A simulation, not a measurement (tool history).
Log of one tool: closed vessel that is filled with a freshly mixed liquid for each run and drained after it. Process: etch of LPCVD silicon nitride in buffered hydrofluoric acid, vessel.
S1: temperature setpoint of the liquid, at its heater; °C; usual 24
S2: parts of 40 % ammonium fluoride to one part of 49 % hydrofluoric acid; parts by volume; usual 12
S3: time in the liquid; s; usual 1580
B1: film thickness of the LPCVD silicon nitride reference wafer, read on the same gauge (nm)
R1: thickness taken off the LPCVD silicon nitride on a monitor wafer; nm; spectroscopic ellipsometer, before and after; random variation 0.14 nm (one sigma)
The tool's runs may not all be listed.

Run 1, hour 0: usual settings but S1 21 °C; B1 29.88. Result: R1 17.95 nm.
Run 2, hour 52.4: usual settings; B1 29.86. Result: R1 21.11 nm.
Run 3, hour 106.7: usual settings; B1 29.79. Result: R1 21.22 nm.
Run 4, hour 164.5: usual settings; B1 29.76. Result: R1 20.8 nm.
Run 5, hour 256.9: usual settings; B1 29.63. Result: R1 20.94 nm.
Run 6, hour 331.3: usual settings; B1 29.5. Result: R1 21.04 nm.
Run 7, hour 380.2: usual settings; B1 29.42. Result: R1 20.71 nm.
Run 8, hour 453.1: usual settings; B1 29.29. Result: R1 20.83 nm.
At hour 476.4: gauge calibrated.
Run 9, hour 519: usual settings; B1 30.04. Result: R1 21.24 nm.
Run 10, hour 580.2: usual settings but S2 14 parts by volume, S3 2200 s; B1 30.01. Result: R1 25.37 nm.
At hour 595.3: hydrofluoric acid flow meter replaced.
Run 11, hour 625.2: usual settings but S1 21.5 °C, S2 7.5 parts by volume, S3 2435 s; B1 29.98. Result: R1 43.83 nm.
Run 12, hour 687.7: usual settings but S3 895 s; B1 29.99. Result: R1 12.03 nm.
Run 13, hour 754.6: usual settings but S1 19 °C, S2 15.5 parts by volume, S3 1900 s; B1 29.91. Result: R1 15.09 nm.
At hour 786.4: thermometer replaced.
Run 14, hour 851.7: usual settings but S1 27 °C, S2 15.5 parts by volume, S3 1095 s; B1 29.81. Result: R1 13.43 nm.

Run 15 comes next. What will it give?
Run 15, hour 944.7: usual settings but S1 19 °C, S2 14.5 parts by volume, S3 1140 s; B1 ?. Result: R1 ?.

Run 15 gave B1 29.72, R1 9.57 nm.
Without the tool's hidden state the same run would have given R1 9.67 nm.

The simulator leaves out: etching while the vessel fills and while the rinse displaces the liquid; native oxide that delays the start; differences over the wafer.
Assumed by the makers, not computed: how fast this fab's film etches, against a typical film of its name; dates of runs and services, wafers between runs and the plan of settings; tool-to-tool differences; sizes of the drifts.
